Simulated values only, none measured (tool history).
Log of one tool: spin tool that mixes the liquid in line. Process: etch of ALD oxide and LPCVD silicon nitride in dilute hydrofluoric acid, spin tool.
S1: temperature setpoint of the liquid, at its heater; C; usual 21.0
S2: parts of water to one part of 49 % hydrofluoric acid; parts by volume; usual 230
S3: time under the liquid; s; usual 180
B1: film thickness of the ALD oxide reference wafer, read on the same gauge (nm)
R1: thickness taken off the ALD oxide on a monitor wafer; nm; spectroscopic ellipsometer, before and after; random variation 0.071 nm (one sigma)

run 1 hour=0.0 | S1=21.0 S2=170 S3=180 | B1=130.00 | R1=9.53
run 2 hour=7.0 | S1=21.0 S2=170 S3=180 | B1=130.03 | R1=9.63
run 3 hour=22.8 | S1=21.0 S2=170 S3=180 | B1=130.00 | R1=9.65
run 4 hour=39.7 | S1=21.0 S2=230 S3=210 | B1=129.99 | R1=7.74
run 5 hour=80.6 | S1=21.0 S2=230 S3=210 | B1=129.97 | R1=7.66
run 6 hour=91.3 | S1=21.0 S2=230 S3=210 | B1=130.02 | R1=7.62
run 7 hour=99.2 | S1=21.0 S2=230 S3=180 | B1=129.95 | R1=6.63
run 8 hour=109.7 | S1=21.0 S2=230 S3=180 | B1=130.05 | R1=6.60
run 9 hour=126.7 | S1=21.0 S2=230 S3=180 | B1=130.04 | R1=6.49
run 10 hour=142.9 | S1=21.0 S2=230 S3=180 | B1=130.05 | R1=6.69
run 11 hour=152.2 | S1=21.0 S2=230 S3=180 | B1=130.02 | R1=6.64
-- hour=153.5 hydrofluoric acid flow meter replaced
run 12 hour=161.9 | S1=21.0 S2=230 S3=180 | B1=129.98 | R1=6.48
run 13 hour=173.5 | S1=18.0 S2=230 S3=245 | B1=129.98 | R1=7.83
run 14 hour=188.0 | S1=21.0 S2=335 S3=225 | B1=130.01 | R1=5.16
run 15 hour=200.3 | S1=18.0 S2=140 S3=270 | B1=129.95 | R1=15.58
-- hour=206.7 thermometer replaced
-- hour=208.4 gauge calibrated
run 16 hour=217.3 | S1=17.0 S2=140 S3=115 | B1=129.99 | R1=7.16
run 17 hour=233.0 | S1=17.0 S2=230 S3=145 | B1=129.98 | R1=5.00
run 18 hour=247.1 | S1=21.0 S2=230 S3=180 | B1=129.99 | R1=7.36
run 19 hour=256.4 | S1=21.0 S2=230 S3=180 | B1=130.03 | R1=7.29
run 20 hour=263.3 | S1=25.0 S2=230 S3=235 | B1=129.99 | R1=11.12
run 21 hour=273.3 | S1=18.0 S2=230 S3=180 | B1=129.96 | R1=6.44
run 22 hour=288.9 | S1=21.0 S2=305 S3=100 | B1=129.99 | R1=2.88
run 23 hour=297.4 | S1=21.0 S2=230 S3=180 | B1=130.01 | R1=7.31
run 24 hour=305.6 | S1=21.0 S2=160 S3=180 | B1=130.02 | R1=11.32
run 25 hour=311.8 | S1=21.0 S2=230 S3=180 | B1=130.00 | R1=7.20
run 26 hour=326.2 | S1=22.5 S2=230 S3=180 | B1=130.01 | R1=7.71
run 27 hour=341.4 | S1=24.0 S2=330 S3=180 | B1=130.02 | R1=5.10

Forecast each of these 3 alternatives for the next run:
run A hour=341.9 | S1=24.0 S2=230 S3=180 | B1=? | R1=?
run B hour=341.9 | S1=18.0 S2=310 S3=250 | B1=? | R1=?
run C hour=341.9 | S1=17.0 S2=295 S3=230 | B1=? | R1=?

run=A B1=130.01 R1=8.06
run=B B1=130.01 R1=6.18
run=C B1=130.01 R1=5.82
Without the tool's hidden state the same runs would have given:
run=A R1=8.25
run=B R1=6.32
run=C R1=5.96

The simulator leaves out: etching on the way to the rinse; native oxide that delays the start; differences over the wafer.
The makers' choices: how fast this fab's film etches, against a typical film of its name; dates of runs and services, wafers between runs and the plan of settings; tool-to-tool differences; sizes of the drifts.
